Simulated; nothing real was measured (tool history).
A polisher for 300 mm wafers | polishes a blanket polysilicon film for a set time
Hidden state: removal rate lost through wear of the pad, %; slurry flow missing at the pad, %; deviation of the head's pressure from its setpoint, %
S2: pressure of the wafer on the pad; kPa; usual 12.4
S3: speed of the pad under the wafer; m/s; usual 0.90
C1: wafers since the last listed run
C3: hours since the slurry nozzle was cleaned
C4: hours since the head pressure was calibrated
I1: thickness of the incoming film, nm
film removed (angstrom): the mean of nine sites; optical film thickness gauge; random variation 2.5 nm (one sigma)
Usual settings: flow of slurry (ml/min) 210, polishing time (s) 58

run 1 hour=0.0 | flow_of_slurry_(ml/min)=210 S2=12.4 S3=0.90 polishing_time_(s)=58 | C1=0 wafers_polished_on_this_pad=40 C3=222.0 C4=54.7 | I1=2180.1 | film_removed_(angstrom)=2912
run 2 hour=12.9 | flow_of_slurry_(ml/min)=210 S2=12.4 S3=0.90 polishing_time_(s)=58 | C1=146 wafers_polished_on_this_pad=187 C3=234.9 C4=67.6 | I1=2152.3 | film_removed_(angstrom)=2908
run 3 hour=48.2 | flow_of_slurry_(ml/min)=210 S2=12.4 S3=0.90 polishing_time_(s)=58 | C1=400 wafers_polished_on_this_pad=587 C3=270.2 C4=102.9 | I1=2152.9 | film_removed_(angstrom)=2862
run 4 hour=84.1 | flow_of_slurry_(ml/min)=210 S2=11.0 S3=0.90 polishing_time_(s)=58 | C1=406 wafers_polished_on_this_pad=994 C3=306.1 C4=138.8 | I1=2173.4 | film_removed_(angstrom)=2475
-- hour=111.2 worn pad replaced by a new one
run 5 hour=119.0 | flow_of_slurry_(ml/min)=210 S2=11.0 S3=0.90 polishing_time_(s)=58 | C1=350 wafers_polished_on_this_pad=88 C3=341.0 C4=173.7 | I1=2132.0 | film_removed_(angstrom)=2620
run 6 hour=200.6 | flow_of_slurry_(ml/min)=210 S2=12.4 S3=0.90 polishing_time_(s)=58 | C1=924 wafers_polished_on_this_pad=1013 C3=422.6 C4=255.3 | I1=2200.5 | film_removed_(angstrom)=2781
-- hour=236.3 worn pad replaced by a new one
run 7 hour=236.8 | flow_of_slurry_(ml/min)=210 S2=12.4 S3=0.90 polishing_time_(s)=58 | C1=364 wafers_polished_on_this_pad=5 C3=458.8 C4=291.5 | I1=2167.1 | film_removed_(angstrom)=2953
run 8 hour=266.6 | flow_of_slurry_(ml/min)=210 S2=12.4 S3=0.90 polishing_time_(s)=58 | C1=337 wafers_polished_on_this_pad=343 C3=488.6 C4=321.3 | I1=2123.0 | film_removed_(angstrom)=2879
run 9 hour=283.2 | flow_of_slurry_(ml/min)=210 S2=12.4 S3=0.90 polishing_time_(s)=58 | C1=188 wafers_polished_on_this_pad=531 C3=505.2 C4=337.9 | I1=2174.4 | film_removed_(angstrom)=2847
run 10 hour=301.1 | flow_of_slurry_(ml/min)=230 S2=13.1 S3=0.90 polishing_time_(s)=58 | C1=202 wafers_polished_on_this_pad=734 C3=523.1 C4=355.8 | I1=2195.3 | film_removed_(angstrom)=3028
run 11 hour=315.2 | flow_of_slurry_(ml/min)=230 S2=13.1 S3=0.90 polishing_time_(s)=58 | C1=159 wafers_polished_on_this_pad=893 C3=537.2 C4=369.9 | I1=2163.8 | film_removed_(angstrom)=2971
run 12 hour=349.4 | flow_of_slurry_(ml/min)=210 S2=12.4 S3=0.90 polishing_time_(s)=68 | C1=387 wafers_polished_on_this_pad=1281 C3=571.4 C4=404.1 | I1=2152.1 | film_removed_(angstrom)=3263
run 13 hour=367.6 | flow_of_slurry_(ml/min)=210 S2=12.4 S3=0.64 polishing_time_(s)=44 | C1=206 wafers_polished_on_this_pad=1487 C3=589.6 C4=422.3 | I1=2165.4 | film_removed_(angstrom)=1508
-- hour=380.2 worn pad replaced by a new one
run 14 hour=388.4 | flow_of_slurry_(ml/min)=270 S2=12.4 S3=0.90 polishing_time_(s)=58 | C1=190 wafers_polished_on_this_pad=92 C3=610.4 C4=443.1 | I1=2180.4 | film_removed_(angstrom)=3030
run 15 hour=419.0 | flow_of_slurry_(ml/min)=210 S2=12.4 S3=0.90 polishing_time_(s)=69 | C1=346 wafers_polished_on_this_pad=439 C3=641.0 C4=473.7 | I1=2141.4 | film_removed_(angstrom)=3411
-- hour=426.2 slurry nozzle cleaned
run 16 hour=450.9 | flow_of_slurry_(ml/min)=210 S2=12.4 S3=0.90 polishing_time_(s)=58 | C1=350 wafers_polished_on_this_pad=789 C3=24.7 C4=505.6 | I1=2165.5 | film_removed_(angstrom)=2833
run 17 hour=486.7 | flow_of_slurry_(ml/min)=210 S2=9.0 S3=0.74 polishing_time_(s)=58 | C1=405 wafers_polished_on_this_pad=1195 C3=60.5 C4=541.4 | I1=2155.7 | film_removed_(angstrom)=1667
-- hour=495.5 worn pad replaced by a new one
-- hour=495.5 head pressure recalibrated
run 18 hour=519.8 | flow_of_slurry_(ml/min)=210 S2=12.4 S3=1.10 polishing_time_(s)=51 | C1=329 wafers_polished_on_this_pad=275 C3=93.6 C4=24.3 | I1=2197.6 | film_removed_(angstrom)=3137
run 19 hour=610.5 | flow_of_slurry_(ml/min)=210 S2=12.4 S3=0.90 polishing_time_(s)=67 | C1=1027 wafers_polished_on_this_pad=1303 C3=184.3 C4=115.0 | I1=2117.6 | film_removed_(angstrom)=3211
run 20 hour=632.4 | flow_of_slurry_(ml/min)=170 S2=15.9 S3=0.68 polishing_time_(s)=51 | C1=248 wafers_polished_on_this_pad=1551 C3=206.2 C4=136.9 | I1=2120.8 | film_removed_(angstrom)=2316
-- hour=645.1 worn pad replaced by a new one
run 21 hour=646.6 | flow_of_slurry_(ml/min)=235 S2=12.4 S3=0.90 polishing_time_(s)=58 | C1=115 wafers_polished_on_this_pad=17 C3=220.4 C4=151.1 | I1=2188.5 | film_removed_(angstrom)=2971
run 22 hour=673.6 | flow_of_slurry_(ml/min)=210 S2=12.4 S3=0.90 polishing_time_(s)=58 | C1=305 wafers_polished_on_this_pad=323 C3=247.4 C4=178.1 | I1=2149.2 | film_removed_(angstrom)=2862

Forecast each of these 3 alternatives for the next run:
run A hour=674.0 | flow_of_slurry_(ml/min)=210 S2=12.4 S3=0.90 polishing_time_(s)=58 | C1=4 wafers_polished_on_this_pad=327 C3=247.8 C4=178.5 | I1=2157.9 | film_removed_(angstrom)=?
run B hour=674.0 | flow_of_slurry_(ml/min)=210 S2=13.8 S3=1.16 polishing_time_(s)=41 | C1=4 wafers_polished_on_this_pad=327 C3=247.8 C4=178.5 | I1=2157.9 | film_removed_(angstrom)=?
run C hour=674.0 | flow_of_slurry_(ml/min)=170 S2=9.7 S3=0.90 polishing_time_(s)=58 | C1=4 wafers_polished_on_this_pad=327 C3=247.8 C4=178.5 | I1=2157.9 | film_removed_(angstrom)=?

run=A film_removed_(angstrom)=2891
run=B film_removed_(angstrom)=2927
run=C film_removed_(angstrom)=2177
Without the tool's hidden state the same runs would have given:
run=A film_removed_(angstrom)=2998
run=B film_removed_(angstrom)=3035
run=C film_removed_(angstrom)=2258

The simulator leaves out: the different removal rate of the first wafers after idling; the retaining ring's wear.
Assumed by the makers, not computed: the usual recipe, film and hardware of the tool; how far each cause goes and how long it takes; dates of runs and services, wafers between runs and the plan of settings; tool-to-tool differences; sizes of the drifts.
